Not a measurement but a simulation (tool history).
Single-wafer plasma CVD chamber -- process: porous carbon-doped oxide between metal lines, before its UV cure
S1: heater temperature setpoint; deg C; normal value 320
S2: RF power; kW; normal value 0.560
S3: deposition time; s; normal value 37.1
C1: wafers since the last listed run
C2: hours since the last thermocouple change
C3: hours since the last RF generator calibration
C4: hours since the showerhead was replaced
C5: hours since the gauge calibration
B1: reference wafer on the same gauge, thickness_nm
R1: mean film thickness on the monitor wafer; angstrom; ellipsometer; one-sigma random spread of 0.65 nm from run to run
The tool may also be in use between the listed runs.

run 1 hour=0.0 | S1=320 S2=0.620 S3=37.1 | C1=0 C2=20.4 C3=1603.9 C4=1501.6 C5=336.7 | B1=234.088 | R1=2108.15
-- hour=36.4 RF generator calibrated
run 2 hour=62.0 | S1=314 S2=0.560 S3=37.1 | C1=568 C2=82.4 C3=25.6 C4=1563.6 C5=398.7 | B1=234.235 | R1=2112.54
run 3 hour=141.0 | S1=314 S2=0.560 S3=37.1 | C1=832 C2=161.4 C3=104.6 C4=1642.6 C5=477.7 | B1=234.048 | R1=2098.23
run 4 hour=208.0 | S1=329 S2=0.560 S3=37.1 | C1=705 C2=228.4 C3=171.6 C4=1709.6 C5=544.7 | B1=233.920 | R1=1959.81
run 5 hour=264.4 | S1=329 S2=0.560 S3=37.1 | C1=594 C2=284.8 C3=228.0 C4=1766.0 C5=601.1 | B1=234.148 | R1=1947.46
run 6 hour=329.5 | S1=329 S2=0.560 S3=37.1 | C1=685 C2=349.9 C3=293.1 C4=1831.1 C5=666.2 | B1=234.053 | R1=1964.30
run 7 hour=369.4 | S1=320 S2=0.560 S3=37.1 | C1=420 C2=389.8 C3=333.0 C4=1871.0 C5=706.1 | B1=234.103 | R1=2032.95
run 8 hour=457.7 | S1=320 S2=0.560 S3=37.1 | C1=930 C2=478.1 C3=421.3 C4=1959.3 C5=794.4 | B1=233.900 | R1=2020.73
run 9 hour=559.2 | S1=320 S2=0.560 S3=37.1 | C1=1069 C2=579.6 C3=522.8 C4=2060.8 C5=895.9 | B1=234.024 | R1=2025.86
run 10 hour=602.9 | S1=320 S2=0.560 S3=37.1 | C1=460 C2=623.3 C3=566.5 C4=2104.5 C5=939.6 | B1=234.212 | R1=2019.02
run 11 hour=683.7 | S1=320 S2=0.490 S3=32.1 | C1=851 C2=704.1 C3=647.3 C4=2185.3 C5=1020.4 | B1=234.039 | R1=1656.81
run 12 hour=773.2 | S1=320 S2=0.560 S3=39.9 | C1=943 C2=793.6 C3=736.8 C4=2274.8 C5=1109.9 | B1=233.802 | R1=2160.33
run 13 hour=824.9 | S1=320 S2=0.560 S3=39.9 | C1=544 C2=845.3 C3=788.5 C4=2326.5 C5=1161.6 | B1=233.942 | R1=2171.07
run 14 hour=884.6 | S1=320 S2=0.560 S3=39.9 | C1=629 C2=905.0 C3=848.2 C4=2386.2 C5=1221.3 | B1=234.102 | R1=2167.51
run 15 hour=983.2 | S1=324 S2=0.495 S3=37.1 | C1=1038 C2=1003.6 C3=946.8 C4=2484.8 C5=1319.9 | B1=233.983 | R1=1873.10
run 16 hour=1090.5 | S1=320 S2=0.560 S3=35.6 | C1=1130 C2=1110.9 C3=1054.1 C4=2592.1 C5=1427.2 | B1=234.123 | R1=1922.84
-- hour=1121.3 thermocouple changed; heater temperature recalibrated
run 17 hour=1192.9 | S1=320 S2=0.630 S3=33.9 | C1=994 C2=71.6 C3=1156.5 C4=2694.5 C5=1529.6 | B1=233.932 | R1=1956.49
-- hour=1354.7 showerhead replaced
run 18 hour=1478.2 | S1=310 S2=0.560 S3=37.1 | C1=2921 C2=356.9 C3=1441.8 C4=123.5 C5=1814.9 | B1=233.937 | R1=2101.80
-- hour=1524.1 RF generator calibrated
run 19 hour=1527.6 | S1=320 S2=0.560 S3=37.1 | C1=436 C2=406.3 C3=3.5 C4=172.9 C5=1864.3 | B1=233.926 | R1=2046.02
run 20 hour=1758.7 | S1=313 S2=0.560 S3=32.9 | C1=2434 C2=637.4 C3=234.6 C4=404.0 C5=2095.4 | B1=233.875 | R1=1857.62
run 21 hour=1855.8 | S1=332 S2=0.465 S3=33.8 | C1=1023 C2=734.5 C3=331.7 C4=501.1 C5=2192.5 | B1=233.980 | R1=1622.90
run 22 hour=1922.6 | S1=316 S2=0.600 S3=37.1 | C1=703 C2=801.3 C3=398.5 C4=567.9 C5=2259.3 | B1=233.943 | R1=2113.21
run 23 hour=1983.0 | S1=320 S2=0.560 S3=37.1 | C1=636 C2=861.7 C3=458.9 C4=628.3 C5=2319.7 | B1=233.870 | R1=2010.60
-- hour=1989.9 gauge calibrated
run 24 hour=2080.2 | S1=327 S2=0.560 S3=37.1 | C1=1024 C2=958.9 C3=556.1 C4=725.5 C5=90.3 | B1=233.891 | R1=1944.47
run 25 hour=2173.8 | S1=320 S2=0.560 S3=37.1 | C1=986 C2=1052.5 C3=649.7 C4=819.1 C5=183.9 | B1=233.917 | R1=2008.58
run 26 hour=2257.2 | S1=320 S2=0.560 S3=37.1 | C1=878 C2=1135.9 C3=733.1 C4=902.5 C5=267.3 | B1=234.006 | R1=2012.38
run 27 hour=2316.5 | S1=320 S2=0.560 S3=37.1 | C1=624 C2=1195.2 C3=792.4 C4=961.8 C5=326.6 | B1=233.926 | R1=2006.03

Run 28 has not been measured yet. What should we expect?
-- hour=2327.3 thermocouple changed; heater temperature recalibrated
run 28 hour=2383.6 | S1=320 S2=0.630 S3=37.1 | C1=622 C2=56.3 C3=859.5 C4=1028.9 C5=393.7 | B1=? | R1=?

B1: 234.102
R1: 2139.68 angstrom
Take away the tool's hidden state, keep the run-to-run variation as it was, and the same run would have given R1 2168.30 angstrom.

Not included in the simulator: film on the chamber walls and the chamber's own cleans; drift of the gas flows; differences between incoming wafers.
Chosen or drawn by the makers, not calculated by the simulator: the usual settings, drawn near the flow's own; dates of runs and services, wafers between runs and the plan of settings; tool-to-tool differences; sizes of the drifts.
